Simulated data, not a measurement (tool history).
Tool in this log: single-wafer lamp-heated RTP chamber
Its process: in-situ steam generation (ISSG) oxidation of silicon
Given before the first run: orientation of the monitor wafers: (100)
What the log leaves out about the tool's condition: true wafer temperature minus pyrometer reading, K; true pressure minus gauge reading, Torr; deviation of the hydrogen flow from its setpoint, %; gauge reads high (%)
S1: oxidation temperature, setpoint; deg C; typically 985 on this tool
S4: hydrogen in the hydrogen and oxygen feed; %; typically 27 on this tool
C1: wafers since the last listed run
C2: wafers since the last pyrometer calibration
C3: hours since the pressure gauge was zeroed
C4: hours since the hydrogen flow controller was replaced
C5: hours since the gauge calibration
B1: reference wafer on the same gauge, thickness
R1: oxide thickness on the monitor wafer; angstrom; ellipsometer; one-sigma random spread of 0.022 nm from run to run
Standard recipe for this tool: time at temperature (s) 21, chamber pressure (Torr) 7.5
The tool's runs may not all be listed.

{"run": 1, "hour": 0.0, "S1": 985, "time at temperature (s)": 21, "chamber pressure (Torr)": 7.5, "S4": 27, "C1": 0, "C2": 3168, "C3": 3320.2, "C4": 7122.5, "C5": 261.7, "B1": 4.882, "R1": 58.09}
{"run": 2, "hour": 37.0, "S1": 985, "time at temperature (s)": 21, "chamber pressure (Torr)": 7.5, "S4": 27, "C1": 636, "C2": 3804, "C3": 3357.2, "C4": 7159.5, "C5": 298.7, "B1": 4.875, "R1": 58.92}
{"run": 3, "hour": 52.3, "S1": 985, "time at temperature (s)": 21, "chamber pressure (Torr)": 7.5, "S4": 27, "C1": 263, "C2": 4067, "C3": 3372.5, "C4": 7174.8, "C5": 314, "B1": 4.884, "R1": 59.16}
{"run": 4, "hour": 59.3, "S1": 985, "time at temperature (s)": 15, "chamber pressure (Torr)": 7.5, "S4": 27, "C1": 120, "C2": 4187, "C3": 3379.5, "C4": 7181.8, "C5": 321, "B1": 4.884, "R1": 51.16}
{"hour": 72.2, "done": "pyrometer window cleaned and pyrometer calibrated"}
{"hour": 75.1, "done": "pressure gauge zeroed"}
{"run": 5, "hour": 75.6, "S1": 985, "time at temperature (s)": 21, "chamber pressure (Torr)": 8.3, "S4": 27, "C1": 93, "C2": 8, "C3": 0.5, "C4": 7198.1, "C5": 337.3, "B1": 4.881, "R1": 56.96}
{"run": 6, "hour": 75.9, "S1": 985, "time at temperature (s)": 21, "chamber pressure (Torr)": 7.5, "S4": 27, "C1": 5, "C2": 13, "C3": 0.8, "C4": 7198.4, "C5": 337.6, "B1": 4.881, "R1": 56.58}
{"run": 7, "hour": 87.1, "S1": 985, "time at temperature (s)": 21, "chamber pressure (Torr)": 7.5, "S4": 27, "C1": 192, "C2": 206, "C3": 12, "C4": 7209.6, "C5": 348.8, "B1": 4.877, "R1": 57}
{"hour": 90.8, "done": "gauge calibrated"}
{"run": 8, "hour": 101.9, "S1": 1000, "time at temperature (s)": 21, "chamber pressure (Torr)": 6.9, "S4": 27, "C1": 254, "C2": 460, "C3": 26.8, "C4": 7224.4, "C5": 11.1, "B1": 4.882, "R1": 60.34}
{"run": 9, "hour": 109.3, "S1": 1000, "time at temperature (s)": 21, "chamber pressure (Torr)": 6.9, "S4": 27, "C1": 127, "C2": 587, "C3": 34.2, "C4": 7231.8, "C5": 18.5, "B1": 4.88, "R1": 60.33}
{"run": 10, "hour": 125.4, "S1": 985, "time at temperature (s)": 21, "chamber pressure (Torr)": 8.6, "S4": 27, "C1": 276, "C2": 864, "C3": 50.3, "C4": 7247.9, "C5": 34.6, "B1": 4.879, "R1": 56.77}
{"run": 11, "hour": 138.6, "S1": 985, "time at temperature (s)": 21, "chamber pressure (Torr)": 8.6, "S4": 27, "C1": 226, "C2": 1091, "C3": 63.5, "C4": 7261.1, "C5": 47.8, "B1": 4.88, "R1": 57.25}
{"hour": 155.9, "done": "hydrogen flow controller replaced"}
{"run": 12, "hour": 156.4, "S1": 985, "time at temperature (s)": 21, "chamber pressure (Torr)": 8.6, "S4": 27, "C1": 168, "C2": 1260, "C3": 81.3, "C4": 0.5, "C5": 65.6, "B1": 4.882, "R1": 57.22}
{"run": 13, "hour": 159.3, "S1": 985, "time at temperature (s)": 21, "chamber pressure (Torr)": 7.5, "S4": 27, "C1": 49, "C2": 1309, "C3": 84.2, "C4": 3.4, "C5": 68.5, "B1": 4.882, "R1": 57.36}
{"run": 14, "hour": 174.5, "S1": 1004, "time at temperature (s)": 16, "chamber pressure (Torr)": 8.4, "S4": 27, "C1": 261, "C2": 1571, "C3": 99.4, "C4": 18.6, "C5": 83.7, "B1": 4.874, "R1": 54.44}
{"run": 15, "hour": 184.1, "S1": 1003, "time at temperature (s)": 21, "chamber pressure (Torr)": 7.5, "S4": 27, "C1": 165, "C2": 1736, "C3": 109, "C4": 28.2, "C5": 93.3, "B1": 4.88, "R1": 62.03}
{"run": 16, "hour": 192.7, "S1": 985, "time at temperature (s)": 21, "chamber pressure (Torr)": 7.5, "S4": 27, "C1": 147, "C2": 1884, "C3": 117.6, "C4": 36.8, "C5": 101.9, "B1": 4.879, "R1": 57.87}
{"run": 17, "hour": 204.8, "S1": 1004, "time at temperature (s)": 25, "chamber pressure (Torr)": 8.4, "S4": 27, "C1": 208, "C2": 2092, "C3": 129.7, "C4": 48.9, "C5": 114, "B1": 4.882, "R1": 67.84}
{"run": 18, "hour": 217.0, "S1": 985, "time at temperature (s)": 26, "chamber pressure (Torr)": 7.1, "S4": 19, "C1": 209, "C2": 2301, "C3": 141.9, "C4": 61.1, "C5": 126.2, "B1": 4.881, "R1": 58.47}
{"run": 19, "hour": 228.8, "S1": 985, "time at temperature (s)": 13, "chamber pressure (Torr)": 8.6, "S4": 27, "C1": 202, "C2": 2504, "C3": 153.7, "C4": 72.9, "C5": 138, "B1": 4.881, "R1": 46.56}
{"run": 20, "hour": 235.2, "S1": 985, "time at temperature (s)": 21, "chamber pressure (Torr)": 7.5, "S4": 27, "C1": 110, "C2": 2614, "C3": 160.1, "C4": 79.3, "C5": 144.4, "B1": 4.882, "R1": 58.22}
{"run": 21, "hour": 245.9, "S1": 999, "time at temperature (s)": 17, "chamber pressure (Torr)": 8.1, "S4": 27, "C1": 183, "C2": 2798, "C3": 170.8, "C4": 90, "C5": 155.1, "B1": 4.88, "R1": 55.75}
{"run": 22, "hour": 252.6, "S1": 985, "time at temperature (s)": 21, "chamber pressure (Torr)": 7.5, "S4": 27, "C1": 115, "C2": 2913, "C3": 177.5, "C4": 96.7, "C5": 161.8, "B1": 4.879, "R1": 58.59}
{"run": 23, "hour": 262.4, "S1": 985, "time at temperature (s)": 26, "chamber pressure (Torr)": 7.1, "S4": 19, "C1": 168, "C2": 3082, "C3": 187.3, "C4": 106.5, "C5": 171.6, "B1": 4.88, "R1": 58.98}
{"run": 24, "hour": 271.6, "S1": 985, "time at temperature (s)": 27, "chamber pressure (Torr)": 7.5, "S4": 21, "C1": 158, "C2": 3240, "C3": 196.5, "C4": 115.7, "C5": 180.8, "B1": 4.879, "R1": 61.65}
{"run": 25, "hour": 282.1, "S1": 999, "time at temperature (s)": 17, "chamber pressure (Torr)": 8.1, "S4": 27, "C1": 180, "C2": 3420, "C3": 207, "C4": 126.2, "C5": 191.3, "B1": 4.877, "R1": 56.46}
{"run": 26, "hour": 292.1, "S1": 969, "time at temperature (s)": 21, "chamber pressure (Torr)": 7.5, "S4": 27, "C1": 171, "C2": 3592, "C3": 217, "C4": 136.2, "C5": 201.3, "B1": 4.88, "R1": 55.2}
{"hour": 306.9, "done": "pyrometer window cleaned and pyrometer calibrated"}
{"run": 27, "hour": 309.5, "S1": 985, "time at temperature (s)": 18, "chamber pressure (Torr)": 6.9, "S4": 27, "C1": 161, "C2": 44, "C3": 234.4, "C4": 153.6, "C5": 218.7, "B1": 4.882, "R1": 53.04}
{"run": 28, "hour": 320.1, "S1": 985, "time at temperature (s)": 29, "chamber pressure (Torr)": 7.5, "S4": 20, "C1": 182, "C2": 226, "C3": 245, "C4": 164.2, "C5": 229.3, "B1": 4.878, "R1": 62.07}
{"run": 29, "hour": 330.5, "S1": 985, "time at temperature (s)": 21, "chamber pressure (Torr)": 7.5, "S4": 27, "C1": 178, "C2": 405, "C3": 255.4, "C4": 174.6, "C5": 239.7, "B1": 4.887, "R1": 57.49}
{"run": 30, "hour": 348.0, "S1": 994, "time at temperature (s)": 21, "chamber pressure (Torr)": 7.1, "S4": 21, "C1": 300, "C2": 705, "C3": 272.9, "C4": 192.1, "C5": 257.2, "B1": 4.884, "R1": 55.67}
{"run": 31, "hour": 359.7, "S1": 985, "time at temperature (s)": 21, "chamber pressure (Torr)": 8.9, "S4": 19, "C1": 201, "C2": 906, "C3": 284.6, "C4": 203.8, "C5": 268.9, "B1": 4.879, "R1": 52.4}

Below, some changes in R1 between adjacent runs. For each, the amount present without the hidden state too (settings, incoming material, random variation) and the amount remaining for the hidden state with gauge scatter not shared by both compared results:
Run 1 -> 2: settings left as they were, no log entry in between. R1 +0.83 angstrom: hidden state +0.56, all else +0.27.
Run 4 -> 5: time at temperature (s) 15 -> 21, chamber pressure (Torr) 7.5 -> 8.3, pyrometer window cleaned and pyrometer calibrated, pressure gauge zeroed. R1 +5.8 angstrom: hidden state -1.58, all else +7.38.
Run 16 -> 17: S1 985 -> 1004, time at temperature (s) 21 -> 25, chamber pressure (Torr) 7.5 -> 8.4. R1 +9.97 angstrom: hidden state +0.41, all else +9.56.
Run 18 -> 19: time at temperature (s) 26 -> 13, chamber pressure (Torr) 7.1 -> 8.6, S4 19 -> 27. R1 -11.91 angstrom: hidden state -0.27, all else -11.64.
Run 19 -> 20: time at temperature (s) 13 -> 21, chamber pressure (Torr) 8.6 -> 7.5. R1 +11.66 angstrom: hidden state +0.41, all else +11.25.
Run 26 -> 27: S1 969 -> 985, time at temperature (s) 21 -> 18, chamber pressure (Torr) 7.5 -> 6.9, pyrometer window cleaned and pyrometer calibrated. R1 -2.16 angstrom: hidden state -1.39, all else -0.77.
